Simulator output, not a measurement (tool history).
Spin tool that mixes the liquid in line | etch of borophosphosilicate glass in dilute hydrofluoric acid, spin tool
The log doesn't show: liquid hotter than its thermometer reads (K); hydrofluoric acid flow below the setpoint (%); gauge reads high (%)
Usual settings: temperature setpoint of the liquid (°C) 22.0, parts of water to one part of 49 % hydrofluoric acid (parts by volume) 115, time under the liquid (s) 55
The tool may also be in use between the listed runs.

| run | hour | temperature setpoint of the liquid (°C) | parts of water to one part of 49 % hydrofluoric acid (parts by volume) | time under the liquid (s) | wafers since the last listed run | hours since the thermometer was replaced | hours since the hydrofluoric acid flow meter was replaced | hours since the gauge calibration | read-back film thickness of the borophosphosilicate glass reference wafer, read on the same gauge (nm) | thickness taken off the borophosphosilicate glass on a monitor wafer (nm) |
|---|---|---|---|---|---|---|---|---|---|---|
| 1 | 0.0 | 22.0 | 115 | 55 | 0 | 1252.2 | 2269.5 | 564.8 | 29.98 | 25.44 |
|  | 52.0 | thermometer replaced |
| 2 | 67.0 | 20.5 | 140 | 55 | 1024 | 15.0 | 2336.5 | 631.8 | 29.97 | 19.11 |
| 3 | 110.0 | 20.5 | 140 | 55 | 667 | 58.0 | 2379.5 | 674.8 | 30.00 | 19.27 |
| 4 | 144.9 | 22.0 | 115 | 55 | 541 | 92.9 | 2414.4 | 709.7 | 29.98 | 25.47 |
| 5 | 187.9 | 22.0 | 115 | 55 | 667 | 135.9 | 2457.4 | 752.7 | 29.99 | 25.50 |
|  | 216.8 | hydrofluoric acid flow meter replaced |
| 6 | 224.9 | 22.0 | 115 | 55 | 558 | 172.9 | 8.1 | 789.7 | 30.01 | 25.39 |
| 7 | 250.2 | 22.0 | 115 | 55 | 392 | 198.2 | 33.4 | 815.0 | 30.02 | 25.23 |
| 8 | 304.5 | 22.0 | 115 | 55 | 842 | 252.5 | 87.7 | 869.3 | 30.03 | 25.41 |
| 9 | 336.5 | 22.0 | 115 | 55 | 496 | 284.5 | 119.7 | 901.3 | 30.00 | 25.42 |
| 10 | 408.3 | 22.0 | 80 | 85 | 1114 | 356.3 | 191.5 | 973.1 | 30.02 | 58.83 |
| 11 | 462.4 | 17.0 | 115 | 55 | 839 | 410.4 | 245.6 | 1027.2 | 30.02 | 20.73 |
| 12 | 525.7 | 22.0 | 115 | 55 | 982 | 473.7 | 308.9 | 1090.5 | 29.97 | 25.21 |
| 13 | 557.3 | 22.0 | 70 | 85 | 490 | 505.3 | 340.5 | 1122.1 | 30.02 | 68.13 |
| 14 | 589.9 | 20.5 | 140 | 55 | 505 | 537.9 | 373.1 | 1154.7 | 29.99 | 19.00 |
| 15 | 661.3 | 22.0 | 115 | 45 | 1107 | 609.3 | 444.5 | 1226.1 | 30.03 | 20.80 |
| 16 | 690.2 | 26.0 | 115 | 45 | 448 | 638.2 | 473.4 | 1255.0 | 29.98 | 24.30 |
| 17 | 732.0 | 27.0 | 130 | 55 | 648 | 680.0 | 515.2 | 1296.8 | 30.00 | 26.65 |
| 18 | 799.5 | 26.0 | 115 | 45 | 1047 | 747.5 | 582.7 | 1364.3 | 29.98 | 24.45 |
| 19 | 840.1 | 22.0 | 115 | 55 | 629 | 788.1 | 623.3 | 1404.9 | 30.01 | 25.18 |
| 20 | 885.1 | 19.5 | 115 | 55 | 698 | 833.1 | 668.3 | 1449.9 | 29.97 | 22.88 |
| 21 | 929.8 | 22.0 | 65 | 55 | 693 | 877.8 | 713.0 | 1494.6 | 30.06 | 47.71 |
| 22 | 991.6 | 22.0 | 75 | 55 | 958 | 939.6 | 774.8 | 1556.4 | 29.97 | 40.57 |
|  | 1009.2 | gauge calibrated |
| 23 | 1045.4 | 20.5 | 80 | 30 | 834 | 993.4 | 828.6 | 36.2 | 29.95 | 19.37 |
|  | 1078.0 | thermometer replaced |
| 24 | 1080.0 | 23.5 | 160 | 55 | 521 | 2.0 | 863.2 | 70.8 | 30.01 | 18.34 |
| 25 | 1124.7 | 23.5 | 140 | 70 | 693 | 46.7 | 907.9 | 115.5 | 30.02 | 27.46 |
| 26 | 1253.3 | 22.0 | 115 | 55 | 1995 | 175.3 | 1036.5 | 244.1 | 30.03 | 25.40 |
| 27 | 1301.7 | 19.5 | 115 | 90 | 750 | 223.7 | 1084.9 | 292.5 | 29.98 | 37.41 |
| 28 | 1347.1 | 25.0 | 65 | 70 | 704 | 269.1 | 1130.3 | 337.9 | 30.01 | 68.35 |
| 29 | 1400.4 | 22.0 | 160 | 55 | 826 | 322.4 | 1183.6 | 391.2 | 29.99 | 17.32 |
| 30 | 1459.0 | 22.0 | 95 | 80 | 909 | 381.0 | 1242.2 | 449.8 | 30.02 | 45.75 |
| 31 | 1529.3 | 22.0 | 55 | 65 | 1090 | 451.3 | 1312.5 | 520.1 | 30.02 | 67.59 |
| 32 | 1590.4 | 24.5 | 100 | 55 | 948 | 512.4 | 1373.6 | 581.2 | 29.97 | 32.66 |

4 ways to go on from here, each from the tool as it stands after run 32. What would each give?
| A | 1590.8 | 22.0 | 115 | 20 | 6 | 512.8 | 1374.0 | 581.6 | ? | ? |
| B | 1590.8 | 20.5 | 115 | 55 | 6 | 512.8 | 1374.0 | 581.6 | ? | ? |
| C | 1590.8 | 19.5 | 60 | 40 | 6 | 512.8 | 1374.0 | 581.6 | ? | ? |
| D | 1590.8 | 22.0 | 80 | 40 | 6 | 512.8 | 1374.0 | 581.6 | ? | ? |

| run | read-back film thickness of the borophosphosilicate glass reference wafer, read on the same gauge (nm) | thickness taken off the borophosphosilicate glass on a monitor wafer (nm) |
|---|---|---|
| A | 30.03 | 9.29 |
| B | 30.03 | 24.06 |
| C | 30.03 | 34.25 |
| D | 30.03 | 27.84 |
Without the tool's hidden state the same runs would have given:
| run | thickness taken off the borophosphosilicate glass on a monitor wafer (nm) |
|---|---|
| A | 9.29 |
| B | 24.06 |
| C | 34.25 |
| D | 27.84 |
